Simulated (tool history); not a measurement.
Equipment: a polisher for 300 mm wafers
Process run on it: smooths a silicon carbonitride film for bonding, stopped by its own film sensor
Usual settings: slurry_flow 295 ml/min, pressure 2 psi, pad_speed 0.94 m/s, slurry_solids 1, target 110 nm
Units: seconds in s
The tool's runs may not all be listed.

run	hour	slurry_flow	pressure	pad_speed	slurry_solids	target	incoming thickness of the incoming film, nm	seconds
1	0	295	2	0.94	0.9	110	140.3	121.2
2	54.7	295	2	0.94	0.9	110	142.2	129.8
3	95.1	295	2	0.94	0.9	110	139.5	121
4	119.2	270	2	0.94	1	110	140.3	122.9
# hour 166.1: slurry blender recalibrated
5	177.3	355	2.2	0.94	0.8	110	139	102.6
6	217.2	295	2	0.94	1	110	138.6	104.6
7	255.7	215	2	0.94	0.8	102	142	159.7
# hour 292.3: worn pad replaced by a new one
8	326.3	295	2.4	0.94	0.7	110	142.5	110.4
9	360.4	295	2	0.94	1	110	138.2	107.1
10	415.1	295	2	0.94	1	110	140.5	113.8
11	453.3	295	1.8	0.94	1	110	140.4	128.8
12	487.6	355	2.3	0.84	1	106	139.2	116.2
13	550.8	295	2	0.94	1	110	138	109.5
14	593.9	370	1.4	1.22	1.1	110	140	130.8
15	628.4	295	2	0.94	1.1	110	138.4	109.6
# hour 663.6: slurry nozzle cleaned
16	695.1	295	2.5	0.94	1	110	142	103.3
# hour 711.5: slurry blender recalibrated
# hour 775.6: worn pad replaced by a new one
17	787.1	295	2	0.94	1	110	138.4	103.6
18	853.2	295	2	0.94	0.8	110	140.3	119.7
19	893.9	295	2	1.12	1	110	141.1	101.8
20	952.7	295	2.3	0.94	0.75	117	139.7	80.4
21	1000.5	350	1.4	0.94	0.9	114	141.3	154.8
# hour 1021.9: head pressure recalibrated
22	1040.3	295	2	0.94	1	110	142.4	126.4
23	1085.3	335	2	0.94	1	110	141.2	121.3
24	1113.9	295	1.6	0.94	1	115	139.8	125.3
25	1153.3	295	2	0.94	1	110	138.7	114.9
# hour 1163.9: slurry blender recalibrated
# hour 1202.9: worn pad replaced by a new one
26	1220.9	295	2	0.76	1	110	138.5	124.4
27	1257.8	225	1.5	0.94	1	110	139	146.8
28	1329.3	340	2.2	0.94	0.9	110	142.7	112.9
29	1353.7	295	2	0.94	1	110	141.3	117.5

Below are 5 alternative next runs, each starting from the tool's condition after run 29. Predict each:
A	1354.2	295	2	0.94	1	106	141.3	?
B	1354.2	295	2.3	0.64	1	110	141.3	?
C	1354.2	295	1.7	0.94	1	105	141.3	?
D	1354.2	295	2	1.22	1	118	141.3	?
E	1354.2	200	2	0.94	0.9	110	141.3	?

run	seconds
A	133.1
B	138.3
C	161
D	71.6
E	125.7
What these runs would have given with no unlogged condition in the tool:
run	seconds
A	131
B	136.2
C	158.5
D	70.5
E	123.7
